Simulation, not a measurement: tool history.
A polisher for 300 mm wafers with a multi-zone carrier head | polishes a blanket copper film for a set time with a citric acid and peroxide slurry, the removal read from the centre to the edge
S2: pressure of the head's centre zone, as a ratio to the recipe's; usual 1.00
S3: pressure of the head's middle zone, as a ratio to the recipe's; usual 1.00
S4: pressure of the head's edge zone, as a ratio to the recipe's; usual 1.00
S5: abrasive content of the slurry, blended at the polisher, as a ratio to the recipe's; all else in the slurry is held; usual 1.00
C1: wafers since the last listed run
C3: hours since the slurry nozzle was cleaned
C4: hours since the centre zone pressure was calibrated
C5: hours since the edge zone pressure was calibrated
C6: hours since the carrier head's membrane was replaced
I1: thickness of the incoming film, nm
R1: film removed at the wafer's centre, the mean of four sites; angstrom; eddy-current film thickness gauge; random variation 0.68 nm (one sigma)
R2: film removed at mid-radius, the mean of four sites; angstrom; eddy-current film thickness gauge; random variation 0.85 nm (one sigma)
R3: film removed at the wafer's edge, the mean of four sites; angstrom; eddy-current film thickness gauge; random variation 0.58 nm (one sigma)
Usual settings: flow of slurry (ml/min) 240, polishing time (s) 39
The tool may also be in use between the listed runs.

run 1 day=0.000 | flow_of_slurry_(ml/min)=240 S2=1.00 S3=1.00 S4=1.00 S5=0.95 polishing_time_(s)=39 | C1=0 wafers_polished_on_this_pad=602 C3=263.5 C4=712.5 C5=766.6 C6=1087.9 | I1=1273.9 | R1=610 R2=617 R3=604
run 2 day=0.896 | flow_of_slurry_(ml/min)=240 S2=1.00 S3=1.00 S4=1.00 S5=0.95 polishing_time_(s)=39 | C1=270 wafers_polished_on_this_pad=873 C3=285.0 C4=734.0 C5=788.1 C6=1109.4 | I1=1265.0 | R1=596 R2=598 R3=609
run 3 day=1.700 | flow_of_slurry_(ml/min)=240 S2=1.00 S3=1.08 S4=1.00 S5=1.00 polishing_time_(s)=39 | C1=243 wafers_polished_on_this_pad=1116 C3=304.3 C4=753.3 C5=807.4 C6=1128.7 | I1=1256.2 | R1=605 R2=648 R3=626
run 4 day=2.304 | flow_of_slurry_(ml/min)=240 S2=1.00 S3=1.00 S4=1.00 S5=1.00 polishing_time_(s)=39 | C1=182 wafers_polished_on_this_pad=1299 C3=318.8 C4=767.8 C5=821.9 C6=1143.2 | I1=1244.9 | R1=605 R2=609 R3=612
run 5 day=2.842 | flow_of_slurry_(ml/min)=240 S2=1.00 S3=1.00 S4=1.00 S5=1.00 polishing_time_(s)=39 | C1=162 wafers_polished_on_this_pad=1461 C3=331.7 C4=780.7 C5=834.8 C6=1156.1 | I1=1260.2 | R1=608 R2=606 R3=602
-- day=3.100 worn pad replaced by a new one
run 6 day=7.262 | flow_of_slurry_(ml/min)=190 S2=1.00 S3=1.00 S4=1.00 S5=1.00 polishing_time_(s)=39 | C1=1286 wafers_polished_on_this_pad=1259 C3=437.8 C4=886.8 C5=940.9 C6=1262.2 | I1=1271.1 | R1=582 R2=571 R3=591
run 7 day=8.592 | flow_of_slurry_(ml/min)=190 S2=1.00 S3=1.00 S4=1.00 S5=1.00 polishing_time_(s)=39 | C1=401 wafers_polished_on_this_pad=1661 C3=469.7 C4=918.7 C5=972.8 C6=1294.1 | I1=1281.7 | R1=561 R2=582 R3=580
-- day=8.904 worn pad replaced by a new one
run 8 day=9.758 | flow_of_slurry_(ml/min)=190 S2=1.00 S3=1.00 S4=1.00 S5=1.00 polishing_time_(s)=39 | C1=302 wafers_polished_on_this_pad=258 C3=497.7 C4=946.7 C5=1000.8 C6=1322.1 | I1=1294.1 | R1=572 R2=586 R3=593
run 9 day=10.462 | flow_of_slurry_(ml/min)=240 S2=1.00 S3=1.00 S4=1.00 S5=1.00 polishing_time_(s)=39 | C1=212 wafers_polished_on_this_pad=471 C3=514.6 C4=963.6 C5=1017.7 C6=1339.0 | I1=1267.4 | R1=603 R2=601 R3=609
run 10 day=11.796 | flow_of_slurry_(ml/min)=240 S2=1.00 S3=1.00 S4=1.00 S5=1.00 polishing_time_(s)=39 | C1=403 wafers_polished_on_this_pad=874 C3=546.6 C4=995.6 C5=1049.7 C6=1371.0 | I1=1280.5 | R1=593 R2=591 R3=593
run 11 day=12.767 | flow_of_slurry_(ml/min)=240 S2=1.00 S3=1.00 S4=1.00 S5=1.00 polishing_time_(s)=39 | C1=293 wafers_polished_on_this_pad=1167 C3=569.9 C4=1018.9 C5=1073.0 C6=1394.3 | I1=1294.2 | R1=582 R2=586 R3=598
-- day=13.242 centre zone pressure recalibrated
run 12 day=13.358 | flow_of_slurry_(ml/min)=240 S2=0.92 S3=0.94 S4=1.10 S5=0.80 polishing_time_(s)=39 | C1=153 wafers_polished_on_this_pad=1321 C3=584.1 C4=2.8 C5=1087.2 C6=1408.5 | I1=1289.5 | R1=524 R2=544 R3=606
-- day=13.958 worn pad replaced by a new one
run 13 day=14.250 | flow_of_slurry_(ml/min)=240 S2=1.00 S3=1.00 S4=1.00 S5=1.00 polishing_time_(s)=39 | C1=219 wafers_polished_on_this_pad=88 C3=605.5 C4=24.2 C5=1108.6 C6=1429.9 | I1=1255.9 | R1=588 R2=594 R3=586
run 14 day=14.958 | flow_of_slurry_(ml/min)=220 S2=1.00 S3=1.00 S4=1.00 S5=1.15 polishing_time_(s)=39 | C1=214 wafers_polished_on_this_pad=302 C3=622.5 C4=41.2 C5=1125.6 C6=1446.9 | I1=1251.4 | R1=588 R2=601 R3=600
run 15 day=16.300 | flow_of_slurry_(ml/min)=240 S2=0.89 S3=1.00 S4=0.93 S5=1.00 polishing_time_(s)=50 | C1=405 wafers_polished_on_this_pad=708 C3=654.7 C4=73.4 C5=1157.8 C6=1479.1 | I1=1261.3 | R1=673 R2=753 R3=736
-- day=16.375 slurry nozzle cleaned
run 16 day=17.408 | flow_of_slurry_(ml/min)=240 S2=1.00 S3=1.00 S4=1.00 S5=1.00 polishing_time_(s)=39 | C1=322 wafers_polished_on_this_pad=1030 C3=24.8 C4=100.0 C5=1184.4 C6=1505.7 | I1=1293.7 | R1=540 R2=555 R3=580
-- day=17.654 edge zone pressure recalibrated
run 17 day=18.267 | flow_of_slurry_(ml/min)=290 S2=1.00 S3=1.10 S4=1.00 S5=0.80 polishing_time_(s)=39 | C1=234 wafers_polished_on_this_pad=1265 C3=45.4 C4=120.6 C5=14.7 C6=1526.3 | I1=1266.7 | R1=550 R2=588 R3=579
-- day=18.550 carrier head's membrane replaced by a new one
-- day=18.850 worn pad replaced by a new one
run 18 day=19.571 | flow_of_slurry_(ml/min)=205 S2=0.93 S3=1.00 S4=1.09 S5=1.00 polishing_time_(s)=39 | C1=281 wafers_polished_on_this_pad=218 C3=76.7 C4=151.9 C5=46.0 C6=24.5 | I1=1262.1 | R1=492 R2=541 R3=582

Forecast run 19:
-- day=20.438 slurry nozzle cleaned, repeated, since the last time left the tool worse
run 19 day=20.692 | flow_of_slurry_(ml/min)=175 S2=1.10 S3=1.00 S4=1.07 S5=1.00 polishing_time_(s)=39 | C1=326 wafers_polished_on_this_pad=544 C3=6.1 C4=178.8 C5=72.9 C6=51.4 | I1=1261.1 | R1=? R2=? R3=?

R1: 634 angstrom
R2: 572 angstrom
R3: 615 angstrom
Without the tool's hidden state the same run would have given R1 636 angstrom, R2 574 angstrom, R3 616 angstrom.
